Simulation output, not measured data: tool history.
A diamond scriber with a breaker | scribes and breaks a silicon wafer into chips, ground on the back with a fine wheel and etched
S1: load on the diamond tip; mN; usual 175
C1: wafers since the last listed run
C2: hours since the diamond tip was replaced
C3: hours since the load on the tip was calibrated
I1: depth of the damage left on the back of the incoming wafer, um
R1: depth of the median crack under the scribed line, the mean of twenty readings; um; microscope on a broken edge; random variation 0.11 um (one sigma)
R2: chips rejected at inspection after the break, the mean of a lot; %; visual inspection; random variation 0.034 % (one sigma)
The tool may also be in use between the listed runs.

{"run": 1, "hour": 0.0, "S1": 175, "C1": 0, "C2": 356.6, "C3": 254.8, "I1": 0.46, "R1": 9.98, "R2": 0.5}
{"run": 2, "hour": 98.9, "S1": 175, "C1": 114, "C2": 455.5, "C3": 353.7, "I1": 0.76, "R1": 9.95, "R2": 0.57}
{"run": 3, "hour": 135.8, "S1": 175, "C1": 42, "C2": 492.4, "C3": 390.6, "I1": 0.51, "R1": 9.96, "R2": 0.56}
{"run": 4, "hour": 233.7, "S1": 175, "C1": 113, "C2": 590.3, "C3": 488.5, "I1": 0.62, "R1": 9.98, "R2": 0.65}
{"run": 5, "hour": 286.5, "S1": 175, "C1": 61, "C2": 643.1, "C3": 541.3, "I1": 0.5, "R1": 9.79, "R2": 0.68}
{"run": 6, "hour": 390.6, "S1": 175, "C1": 120, "C2": 747.2, "C3": 645.4, "I1": 0.46, "R1": 9.92, "R2": 0.58}
{"run": 7, "hour": 478.8, "S1": 175, "C1": 101, "C2": 835.4, "C3": 733.6, "I1": 0.34, "R1": 9.81, "R2": 0.66}
{"run": 8, "hour": 524.5, "S1": 196, "C1": 52, "C2": 881.1, "C3": 779.3, "I1": 0.52, "R1": 10.66, "R2": 1.21}
{"hour": 529.7, "done": "diamond tip replaced by a new one"}
{"run": 9, "hour": 567.8, "S1": 196, "C1": 47, "C2": 38.1, "C3": 822.6, "I1": 0.52, "R1": 10.75, "R2": 1.26}
{"run": 10, "hour": 617.5, "S1": 196, "C1": 57, "C2": 87.8, "C3": 872.3, "I1": 0.33, "R1": 10.5, "R2": 0.98}
{"run": 11, "hour": 684.6, "S1": 206, "C1": 77, "C2": 154.9, "C3": 939.4, "I1": 0.31, "R1": 11.05, "R2": 1.9}
{"run": 12, "hour": 741.1, "S1": 175, "C1": 65, "C2": 211.4, "C3": 995.9, "I1": 0.51, "R1": 9.61, "R2": 0.95}
{"run": 13, "hour": 807.6, "S1": 175, "C1": 76, "C2": 277.9, "C3": 1062.4, "I1": 0.38, "R1": 9.25, "R2": 1.08}
{"run": 14, "hour": 853.6, "S1": 175, "C1": 53, "C2": 323.9, "C3": 1108.4, "I1": 0.74, "R1": 9.35, "R2": 1.17}
{"run": 15, "hour": 891.4, "S1": 175, "C1": 43, "C2": 361.7, "C3": 1146.2, "I1": 0.48, "R1": 9.29, "R2": 1.18}
{"run": 16, "hour": 932.4, "S1": 175, "C1": 47, "C2": 402.7, "C3": 1187.2, "I1": 0.75, "R1": 9.3, "R2": 1.42}

The next listed run, before its measurement:
{"run": 17, "hour": 1006.7, "S1": 125, "C1": 85, "C2": 477.0, "C3": 1261.5, "I1": 0.45, "R1": "?", "R2": "?"}

{"run 17": {"R1": 6.56, "R2": 22.11}}
Without the tool's hidden state the same run would have given R1 7.17 um, R2 14.86 %.

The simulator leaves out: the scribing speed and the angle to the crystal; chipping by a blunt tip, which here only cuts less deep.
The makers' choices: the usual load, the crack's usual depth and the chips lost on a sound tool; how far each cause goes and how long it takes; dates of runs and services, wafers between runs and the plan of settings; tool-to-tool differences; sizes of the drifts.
